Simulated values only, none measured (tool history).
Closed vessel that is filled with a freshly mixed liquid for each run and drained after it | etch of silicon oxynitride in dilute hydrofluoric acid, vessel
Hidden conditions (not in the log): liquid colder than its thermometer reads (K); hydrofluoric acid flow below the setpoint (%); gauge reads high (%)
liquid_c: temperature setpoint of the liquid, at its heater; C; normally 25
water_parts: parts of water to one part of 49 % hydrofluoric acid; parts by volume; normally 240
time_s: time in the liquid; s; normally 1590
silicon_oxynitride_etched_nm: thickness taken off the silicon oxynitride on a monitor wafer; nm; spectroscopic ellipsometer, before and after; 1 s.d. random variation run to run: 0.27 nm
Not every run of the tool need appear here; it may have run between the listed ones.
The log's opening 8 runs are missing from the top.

run	hour	liquid_c	water_parts	time_s	wafers since the last listed run	hours since the thermometer was replaced	hours since the hydrofluoric acid flow meter was replaced	hours since the gauge calibration	read-back film thickness of the silicon oxynitride reference wafer, read on the same gauge (nm)	silicon_oxynitride_etched_nm
9	602.9	25	240	1590	2857	2559	131.6	1523	80.03	28.07
10	664.5	25	240	1590	2780	2620.6	193.2	1584.6	80	27.66
11	728.5	25	240	1590	2888	2684.6	257.2	1648.6	80.01	27.43
12	812.2	25	240	1590	3777	2768.3	340.9	1732.3	79.98	27.49
13	860.9	25	240	1590	2198	2817	389.6	1781	80.01	27.2
14	897.7	25	240	1970	1660	2853.8	426.4	1817.8	80.02	33.48
15	944.7	21	240	1590	2121	2900.8	473.4	1864.8	79.98	22.44
16	1007.8	21	240	1590	2847	2963.9	536.5	1927.9	80.02	22.14
17	1064.6	23.5	240	2380	2563	3020.7	593.3	1984.7	80.05	37
18	1102.9	25	205	2395	1728	3059	631.6	2023	80.01	48.24
19	1175.9	25	240	2220	3294	3132	704.6	2096	80.01	36.86
# hour 1275.6: hydrofluoric acid flow meter replaced
20	1281.3	29	210	2145	4712	3237.4	5.7	2201.4	80.01	51.67
21	1318.8	25	240	1590	1692	3274.9	43.2	2238.9	80.02	27.35
# hour 1350.7: gauge calibrated
# hour 1372: thermometer replaced
22	1428.5	25	240	1590	4906	56.5	152.9	77.8	80.05	29.89
23	1494.6	25	205	2190	2983	122.6	219	143.9	80	49.25
24	1538.6	27.5	240	660	1985	166.6	263	187.9	80.03	13.88
25	1582.6	21	335	910	1985	210.6	307	231.9	80.01	9.7
26	1648.3	25	240	2335	2965	276.3	372.7	297.6	79.99	43.34
27	1698.1	20.5	240	790	2247	326.1	422.5	347.4	80	12.16

For run 28, what comes out?
28	1787.6	25	240	1590	4039	415.6	512	436.9	?	?

{"run 28": {"read-back film thickness of the silicon oxynitride reference wafer, read on the same gauge (nm)": 79.99, "silicon_oxynitride_etched_nm": 29.04}}
With the hidden condition absent and the run-to-run variation left alone, this run would have shown silicon_oxynitride_etched_nm 30.83 nm.
